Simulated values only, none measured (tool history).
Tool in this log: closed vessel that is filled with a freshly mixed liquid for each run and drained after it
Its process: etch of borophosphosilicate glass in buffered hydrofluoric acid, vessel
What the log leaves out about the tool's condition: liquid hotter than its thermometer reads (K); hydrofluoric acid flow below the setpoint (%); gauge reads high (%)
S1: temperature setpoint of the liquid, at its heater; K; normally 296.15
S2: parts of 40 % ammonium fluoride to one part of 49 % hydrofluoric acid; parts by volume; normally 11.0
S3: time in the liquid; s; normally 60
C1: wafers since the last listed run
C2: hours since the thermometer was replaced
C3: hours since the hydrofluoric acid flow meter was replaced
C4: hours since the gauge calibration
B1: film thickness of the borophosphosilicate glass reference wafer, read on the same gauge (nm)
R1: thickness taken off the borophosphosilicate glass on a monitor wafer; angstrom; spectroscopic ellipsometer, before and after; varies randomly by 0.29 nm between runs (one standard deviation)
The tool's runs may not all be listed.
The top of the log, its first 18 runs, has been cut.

run	day	S1	S2	S3	C1	C2	C3	C4	B1	R1
19	22.150	296.15	11.0	35	2776	148.5	49.1	852.8	150.03	531.7
# day 22.850: gauge calibrated
20	23.488	300.65	11.0	95	2725	180.6	81.2	15.3	150.03	1838.1
21	24.854	291.65	9.0	60	2784	213.4	114.0	48.1	150.00	835.9
22	26.246	296.15	7.5	60	2835	246.8	147.4	81.5	150.00	1312.8
23	27.688	297.65	11.0	60	2937	281.4	182.0	116.1	150.02	984.7
24	28.646	293.65	13.0	90	1952	304.4	205.0	139.1	149.99	1013.7
25	29.504	300.65	11.0	60	1749	325.0	225.6	159.7	150.00	1152.3
26	30.142	296.15	11.0	60	1299	340.3	240.9	175.0	150.02	903.9
27	30.800	299.15	7.5	45	1341	356.1	256.7	190.8	149.97	1145.6
28	31.358	294.65	14.5	40	1137	369.5	270.1	204.2	149.99	424.7
29	32.000	300.15	7.0	30	1307	384.9	285.5	219.6	149.98	868.6
30	33.483	296.15	11.0	60	3022	420.5	321.1	255.2	150.01	910.9

Run 31 is up next; what results do you expect?
31	34.271	296.15	11.0	60	1604	439.4	340.0	274.1	?	?

B1: 150.03
R1: 905.7 angstrom
On a tool with no hidden condition, and with the same random variation, this run would have come out at R1 913.5 angstrom.
